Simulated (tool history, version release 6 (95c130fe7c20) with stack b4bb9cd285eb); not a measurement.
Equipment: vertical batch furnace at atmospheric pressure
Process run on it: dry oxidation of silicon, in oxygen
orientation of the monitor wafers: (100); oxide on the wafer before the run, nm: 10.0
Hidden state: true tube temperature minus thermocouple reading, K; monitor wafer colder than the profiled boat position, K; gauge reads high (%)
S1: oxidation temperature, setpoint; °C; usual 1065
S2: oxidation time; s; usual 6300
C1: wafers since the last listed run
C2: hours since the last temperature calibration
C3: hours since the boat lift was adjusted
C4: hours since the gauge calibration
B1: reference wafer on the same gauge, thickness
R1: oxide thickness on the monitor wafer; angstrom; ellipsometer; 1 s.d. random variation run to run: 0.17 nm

{"run": 1, "hour": 0.0, "S1": 1076, "S2": 8550, "C1": 0, "C2": 2147, "C3": 2851.4, "C4": 94.6, "B1": 94.55, "R1": 1497.4}
{"run": 2, "hour": 11.6, "S1": 1076, "S2": 8550, "C1": 158, "C2": 2158.6, "C3": 2863, "C4": 106.2, "B1": 94.53, "R1": 1498}
{"run": 3, "hour": 31.4, "S1": 1076, "S2": 8550, "C1": 270, "C2": 2178.4, "C3": 2882.8, "C4": 126, "B1": 94.51, "R1": 1495.3}
{"run": 4, "hour": 55.2, "S1": 1076, "S2": 6300, "C1": 325, "C2": 2202.2, "C3": 2906.6, "C4": 149.8, "B1": 94.4, "R1": 1236}
{"run": 5, "hour": 68.6, "S1": 1076, "S2": 6300, "C1": 183, "C2": 2215.6, "C3": 2920, "C4": 163.2, "B1": 94.34, "R1": 1235.2}
{"hour": 112.3, "done": "boat lift adjusted"}
{"hour": 113.0, "done": "thermocouples replaced and temperature profile calibrated"}
{"run": 6, "hour": 113.5, "S1": 1052, "S2": 6300, "C1": 275, "C2": 0.5, "C3": 1.2, "C4": 208.1, "B1": 94.23, "R1": 1029}
{"run": 7, "hour": 119.4, "S1": 1052, "S2": 6300, "C1": 80, "C2": 6.4, "C3": 7.1, "C4": 214, "B1": 94.15, "R1": 1029.1}
{"run": 8, "hour": 132.1, "S1": 1065, "S2": 6300, "C1": 173, "C2": 19.1, "C3": 19.8, "C4": 226.7, "B1": 94.13, "R1": 1137.4}
{"run": 9, "hour": 152.8, "S1": 1065, "S2": 6960, "C1": 283, "C2": 39.8, "C3": 40.5, "C4": 247.4, "B1": 94.1, "R1": 1211.3}
{"run": 10, "hour": 164.0, "S1": 1054, "S2": 4770, "C1": 153, "C2": 51, "C3": 51.7, "C4": 258.6, "B1": 94.06, "R1": 875.2}
{"hour": 180.8, "done": "gauge calibrated"}
{"run": 11, "hour": 185.9, "S1": 1065, "S2": 6300, "C1": 299, "C2": 72.9, "C3": 73.6, "C4": 5.1, "B1": 95.06, "R1": 1146.8}
{"run": 12, "hour": 205.2, "S1": 1065, "S2": 6300, "C1": 263, "C2": 92.2, "C3": 92.9, "C4": 24.4, "B1": 94.99, "R1": 1146.6}
{"run": 13, "hour": 217.6, "S1": 1065, "S2": 6960, "C1": 169, "C2": 104.6, "C3": 105.3, "C4": 36.8, "B1": 94.95, "R1": 1218.4}
{"run": 14, "hour": 230.4, "S1": 1065, "S2": 8040, "C1": 175, "C2": 117.4, "C3": 118.1, "C4": 49.6, "B1": 94.91, "R1": 1332.5}
{"run": 15, "hour": 251.7, "S1": 1085, "S2": 3510, "C1": 291, "C2": 138.7, "C3": 139.4, "C4": 70.9, "B1": 94.83, "R1": 924.1}
{"run": 16, "hour": 266.7, "S1": 1065, "S2": 7920, "C1": 205, "C2": 153.7, "C3": 154.4, "C4": 85.9, "B1": 94.78, "R1": 1324.7}
{"run": 17, "hour": 284.3, "S1": 1049, "S2": 3900, "C1": 240, "C2": 171.3, "C3": 172, "C4": 103.5, "B1": 94.73, "R1": 747.5}
{"run": 18, "hour": 297.6, "S1": 1082, "S2": 4740, "C1": 181, "C2": 184.6, "C3": 185.3, "C4": 116.8, "B1": 94.65, "R1": 1085.3}

What will run 19 give?
{"run": 19, "hour": 314.9, "S1": 1051, "S2": 6300, "C1": 236, "C2": 201.9, "C3": 202.6, "C4": 134.1, "B1": "?", "R1": "?"}

{"run 19": {"B1": 94.62, "R1": 1028.6}}
Take away the tool's hidden state, keep the run-to-run variation as it was, and the same run would have given R1 1032.6 angstrom.
